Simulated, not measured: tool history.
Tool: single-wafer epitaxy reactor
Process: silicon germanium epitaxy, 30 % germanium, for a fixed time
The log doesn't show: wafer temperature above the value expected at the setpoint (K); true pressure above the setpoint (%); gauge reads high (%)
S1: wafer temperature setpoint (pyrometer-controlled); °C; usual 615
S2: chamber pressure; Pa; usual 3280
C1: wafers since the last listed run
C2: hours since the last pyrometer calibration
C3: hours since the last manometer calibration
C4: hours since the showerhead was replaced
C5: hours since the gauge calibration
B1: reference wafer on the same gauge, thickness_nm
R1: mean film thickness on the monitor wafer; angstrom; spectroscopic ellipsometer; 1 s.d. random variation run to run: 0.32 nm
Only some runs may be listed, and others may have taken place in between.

{"run": 1, "hour": 0.0, "S1": 615, "S2": 3813, "C1": 0, "C2": 1606.2, "C3": 2785.5, "C4": 4052.0, "C5": 485.9, "B1": 80.074, "R1": 847.53}
{"run": 2, "hour": 11.0, "S1": 615, "S2": 3280, "C1": 225, "C2": 1617.2, "C3": 2796.5, "C4": 4063.0, "C5": 496.9, "B1": 79.996, "R1": 800.63}
{"run": 3, "hour": 21.8, "S1": 615, "S2": 3280, "C1": 221, "C2": 1628.0, "C3": 2807.3, "C4": 4073.8, "C5": 507.7, "B1": 79.963, "R1": 793.03}
{"run": 4, "hour": 29.1, "S1": 615, "S2": 3280, "C1": 149, "C2": 1635.3, "C3": 2814.6, "C4": 4081.1, "C5": 515.0, "B1": 80.065, "R1": 791.28}
{"hour": 49.2, "done": "capacitance manometer re-zeroed and calibrated"}
{"run": 5, "hour": 49.7, "S1": 604, "S2": 3280, "C1": 258, "C2": 1655.9, "C3": 0.5, "C4": 4101.7, "C5": 535.6, "B1": 80.048, "R1": 665.59}
{"run": 6, "hour": 55.5, "S1": 615, "S2": 3280, "C1": 119, "C2": 1661.7, "C3": 6.3, "C4": 4107.5, "C5": 541.4, "B1": 80.222, "R1": 798.74}
{"run": 7, "hour": 68.3, "S1": 615, "S2": 3280, "C1": 262, "C2": 1674.5, "C3": 19.1, "C4": 4120.3, "C5": 554.2, "B1": 80.113, "R1": 788.19}
{"run": 8, "hour": 79.6, "S1": 615, "S2": 2960, "C1": 231, "C2": 1685.8, "C3": 30.4, "C4": 4131.6, "C5": 565.5, "B1": 79.966, "R1": 746.47}
{"hour": 100.9, "done": "showerhead replaced"}
{"run": 9, "hour": 101.4, "S1": 615, "S2": 2960, "C1": 283, "C2": 1707.6, "C3": 52.2, "C4": 0.5, "C5": 587.3, "B1": 80.115, "R1": 750.32}
{"run": 10, "hour": 110.0, "S1": 615, "S2": 2960, "C1": 176, "C2": 1716.2, "C3": 60.8, "C4": 9.1, "C5": 595.9, "B1": 80.12, "R1": 746.08}
{"run": 11, "hour": 120.7, "S1": 622, "S2": 2920, "C1": 219, "C2": 1726.9, "C3": 71.5, "C4": 19.8, "C5": 606.6, "B1": 80.095, "R1": 836.88}
{"run": 12, "hour": 133.5, "S1": 622, "S2": 2920, "C1": 262, "C2": 1739.7, "C3": 84.3, "C4": 32.6, "C5": 619.4, "B1": 80.131, "R1": 830.43}
{"run": 13, "hour": 140.0, "S1": 615, "S2": 3280, "C1": 133, "C2": 1746.2, "C3": 90.8, "C4": 39.1, "C5": 625.9, "B1": 80.141, "R1": 782.87}
{"hour": 144.2, "done": "gauge calibrated"}
{"run": 14, "hour": 156.6, "S1": 623, "S2": 3280, "C1": 340, "C2": 1762.8, "C3": 107.4, "C4": 55.7, "C5": 12.4, "B1": 80.061, "R1": 889.96}
{"run": 15, "hour": 209.1, "S1": 622, "S2": 3013, "C1": 1077, "C2": 1815.3, "C3": 159.9, "C4": 108.2, "C5": 64.9, "B1": 80.071, "R1": 841.47}
{"run": 16, "hour": 222.6, "S1": 611, "S2": 2586, "C1": 277, "C2": 1828.8, "C3": 173.4, "C4": 121.7, "C5": 78.4, "B1": 80.125, "R1": 658.33}
{"run": 17, "hour": 237.9, "S1": 622, "S2": 2760, "C1": 314, "C2": 1844.1, "C3": 188.7, "C4": 137.0, "C5": 93.7, "B1": 80.253, "R1": 805.73}
{"run": 18, "hour": 251.1, "S1": 601, "S2": 2746, "C1": 270, "C2": 1857.3, "C3": 201.9, "C4": 150.2, "C5": 106.9, "B1": 80.094, "R1": 573.12}
{"hour": 279.2, "done": "pyrometer calibrated"}
{"run": 19, "hour": 279.7, "S1": 615, "S2": 2960, "C1": 422, "C2": 0.5, "C3": 230.5, "C4": 178.8, "C5": 135.5, "B1": 80.075, "R1": 800.57}
{"run": 20, "hour": 293.5, "S1": 626, "S2": 3866, "C1": 283, "C2": 14.3, "C3": 244.3, "C4": 192.6, "C5": 149.3, "B1": 80.174, "R1": 1068.66}
{"run": 21, "hour": 306.6, "S1": 602, "S2": 3920, "C1": 268, "C2": 27.4, "C3": 257.4, "C4": 205.7, "C5": 162.4, "B1": 79.973, "R1": 734.79}
{"run": 22, "hour": 356.6, "S1": 624, "S2": 2813, "C1": 1026, "C2": 77.4, "C3": 307.4, "C4": 255.7, "C5": 212.4, "B1": 79.996, "R1": 895.53}
{"run": 23, "hour": 371.4, "S1": 615, "S2": 3280, "C1": 303, "C2": 92.2, "C3": 322.2, "C4": 270.5, "C5": 227.2, "B1": 80.041, "R1": 839.42}
{"run": 24, "hour": 385.3, "S1": 615, "S2": 4053, "C1": 285, "C2": 106.1, "C3": 336.1, "C4": 284.4, "C5": 241.1, "B1": 80.162, "R1": 920.06}
{"run": 25, "hour": 394.5, "S1": 619, "S2": 3853, "C1": 188, "C2": 115.3, "C3": 345.3, "C4": 293.6, "C5": 250.3, "B1": 80.229, "R1": 957.4}
{"run": 26, "hour": 406.0, "S1": 615, "S2": 4013, "C1": 236, "C2": 126.8, "C3": 356.8, "C4": 305.1, "C5": 261.8, "B1": 80.047, "R1": 915.17}
{"run": 27, "hour": 414.6, "S1": 601, "S2": 4000, "C1": 176, "C2": 135.4, "C3": 365.4, "C4": 313.7, "C5": 270.4, "B1": 80.154, "R1": 731.07}
{"run": 28, "hour": 432.5, "S1": 615, "S2": 2680, "C1": 367, "C2": 153.3, "C3": 383.3, "C4": 331.6, "C5": 288.3, "B1": 80.107, "R1": 759.14}
{"run": 29, "hour": 445.4, "S1": 625, "S2": 3280, "C1": 264, "C2": 166.2, "C3": 396.2, "C4": 344.5, "C5": 301.2, "B1": 80.205, "R1": 979.1}
{"run": 30, "hour": 459.7, "S1": 615, "S2": 3280, "C1": 293, "C2": 180.5, "C3": 410.5, "C4": 358.8, "C5": 315.5, "B1": 80.107, "R1": 835.21}
{"run": 31, "hour": 469.4, "S1": 628, "S2": 3746, "C1": 199, "C2": 190.2, "C3": 420.2, "C4": 368.5, "C5": 325.2, "B1": 80.2, "R1": 1078.83}
{"run": 32, "hour": 485.0, "S1": 601, "S2": 2800, "C1": 320, "C2": 205.8, "C3": 435.8, "C4": 384.1, "C5": 340.8, "B1": 79.958, "R1": 616.83}
{"run": 33, "hour": 498.5, "S1": 606, "S2": 3773, "C1": 277, "C2": 219.3, "C3": 449.3, "C4": 397.6, "C5": 354.3, "B1": 80.1, "R1": 765.78}
{"run": 34, "hour": 509.0, "S1": 615, "S2": 2533, "C1": 215, "C2": 229.8, "C3": 459.8, "C4": 408.1, "C5": 364.8, "B1": 80.049, "R1": 735.1}
{"run": 35, "hour": 519.2, "S1": 615, "S2": 3280, "C1": 209, "C2": 240.0, "C3": 470.0, "C4": 418.3, "C5": 375.0, "B1": 80.148, "R1": 837.38}

The tool's hidden state at each run:
true pressure above the setpoint (%): 0 on each run
gauge reads high (%): 0 on each run
H1: wafer temperature above the value expected at the setpoint (K)
run=1 H1=-3.53
run=2 H1=-3.58
run=3 H1=-3.62
run=4 H1=-3.65
run=5 H1=-3.74
run=6 H1=-3.76
run=7 H1=-3.81
run=8 H1=-3.86
run=9 H1=-3.95
run=10 H1=-3.99
run=11 H1=-4.03
run=12 H1=-4.09
run=13 H1=-4.12
run=14 H1=-4.19
run=15 H1=-4.42
run=16 H1=-4.48
run=17 H1=-4.55
run=18 H1=-4.61
run=19 H1=-0.335
run=20 H1=-0.335
run=21 H1=-0.336
run=22 H1=-0.342
run=23 H1=-0.345
run=24 H1=-0.349
run=25 H1=-0.351
run=26 H1=-0.355
run=27 H1=-0.357
run=28 H1=-0.364
run=29 H1=-0.369
run=30 H1=-0.375
run=31 H1=-0.38
run=32 H1=-0.387
run=33 H1=-0.394
run=34 H1=-0.4
run=35 H1=-0.406

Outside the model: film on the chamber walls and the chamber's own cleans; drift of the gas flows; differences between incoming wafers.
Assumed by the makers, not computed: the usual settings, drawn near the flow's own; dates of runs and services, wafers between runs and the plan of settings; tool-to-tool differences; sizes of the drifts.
